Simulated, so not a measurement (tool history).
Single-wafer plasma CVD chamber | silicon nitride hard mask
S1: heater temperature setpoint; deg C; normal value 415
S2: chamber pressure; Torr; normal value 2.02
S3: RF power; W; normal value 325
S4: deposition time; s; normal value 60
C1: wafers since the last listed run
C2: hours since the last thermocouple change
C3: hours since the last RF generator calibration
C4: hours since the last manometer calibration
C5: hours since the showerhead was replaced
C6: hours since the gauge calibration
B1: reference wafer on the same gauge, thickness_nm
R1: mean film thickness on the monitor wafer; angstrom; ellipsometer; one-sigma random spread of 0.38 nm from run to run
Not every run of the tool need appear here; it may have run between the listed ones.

run,hour,S1,S2,S3,S4,C1,C2,C3,C4,C5,C6,B1,R1
1,0,415,2.02,325,60,0,37.3,904.2,1791.6,5171,281.7,89.173,833.17
2,71,415,2.02,340,60,1547,108.3,975.2,1862.6,5242,352.7,88.951,859.58
3,172,415,2.02,340,60,2201,209.3,1076.2,1963.6,5343,453.7,88.993,857.08
4,262.1,415,2.02,340,60,1964,299.4,1166.3,2053.7,5433.1,543.8,88.944,850.18
5,324.4,415,2.02,325,60,1358,361.7,1228.6,2116,5495.4,606.1,88.863,832.94
6,389.7,415,2.02,325,60,1423,427,1293.9,2181.3,5560.7,671.4,88.82,836.21
7,435,415,2.02,325,60,987,472.3,1339.2,2226.6,5606,716.7,88.707,835.48
# hour 517.9: RF generator calibrated
8,523.3,415,2.02,325,60,1750,560.6,5.4,2314.9,5694.3,805,88.638,836.82
9,624,415,2.02,325,60,2195,661.3,106.1,2415.6,5795,905.7,88.574,838.26
# hour 638.7: capacitance manometer re-zeroed and calibrated
10,851,415,2.02,325,60,4774,888.3,333.1,212.3,6022,1132.7,88.258,829.54
# hour 907.8: thermocouple changed; heater temperature recalibrated
11,936.6,415,2.02,325,60,1691,28.8,418.7,297.9,6107.6,1218.3,88.177,836.09
# hour 1086: showerhead replaced
12,1233.4,400,1.65,325,60,6296,325.6,715.5,594.7,147.4,1515.1,87.566,771.82
13,1311.8,415,2.2,270,48.3,1709,404,793.9,673.1,225.8,1593.5,87.442,626.82
14,1389.2,421,2.02,260,60,1687,481.4,871.3,750.5,303.2,1670.9,87.246,749.59
15,1484,415,1.67,325,60,2066,576.2,966.1,845.3,398,1765.7,87.054,764.4
16,1521.6,428,1.59,325,55.7,819,613.8,1003.7,882.9,435.6,1803.3,86.924,687.51
17,1607.6,430,2.36,325,66.8,1874,699.8,1089.7,968.9,521.6,1889.3,86.704,949.95
# hour 1683.4: RF generator calibrated
18,1685.3,424,2.32,380,65.9,1519,777.5,1.9,1046.6,599.3,1967,86.453,1007.33
# hour 1751.7: gauge calibrated
19,1763.6,415,2.02,325,60,1707,855.8,80.2,1124.9,677.6,11.9,88.674,837.1
20,1830.3,429,2.02,325,60,1454,922.5,146.9,1191.6,744.3,78.6,88.81,830.58
21,1876.2,415,2.02,325,60,1000,968.4,192.8,1237.5,790.2,124.5,88.726,836.19
22,1964.6,430,2.36,325,66.8,1927,1056.8,281.2,1325.9,878.6,212.9,88.747,968.23
23,2019.5,415,2.34,325,49.7,1196,1111.7,336.1,1380.8,933.5,267.8,88.693,726.6
24,2067.8,415,2.02,325,60,1053,1160,384.4,1429.1,981.8,316.1,88.624,836.13
# hour 2100.8: thermocouple changed; heater temperature recalibrated
25,2123.9,409,2.44,285,60,1048,23.1,440.5,1485.2,1037.9,372.2,88.663,842.25
26,2218.9,415,2.02,290,60,2071,118.1,535.5,1580.2,1132.9,467.2,88.489,789.44
27,2325.2,423,2.02,375,64.4,2317,224.4,641.8,1686.5,1239.2,573.5,88.65,949.91

5 options for the next run, each taken on its own from the tool as it stands now. Forecast them:
A,2325.6,415,2.02,325,60,8,224.8,642.2,1686.9,1239.6,573.9,?,?
B,2325.6,415,1.72,325,49.4,8,224.8,642.2,1686.9,1239.6,573.9,?,?
C,2325.6,415,2.02,265,60,8,224.8,642.2,1686.9,1239.6,573.9,?,?
D,2325.6,415,2.02,280,53.5,8,224.8,642.2,1686.9,1239.6,573.9,?,?
E,2325.6,405,2.02,325,60,8,224.8,642.2,1686.9,1239.6,573.9,?,?

run,B1,R1
A,88.413,831.36
B,88.413,643.95
C,88.413,759.08
D,88.413,693.67
E,88.413,834.57
Take away the tool's hidden state, keep each run's random variation, and the runs would have read:
run,R1
A,835.87
B,647.44
C,763.19
D,697.44
E,839.1

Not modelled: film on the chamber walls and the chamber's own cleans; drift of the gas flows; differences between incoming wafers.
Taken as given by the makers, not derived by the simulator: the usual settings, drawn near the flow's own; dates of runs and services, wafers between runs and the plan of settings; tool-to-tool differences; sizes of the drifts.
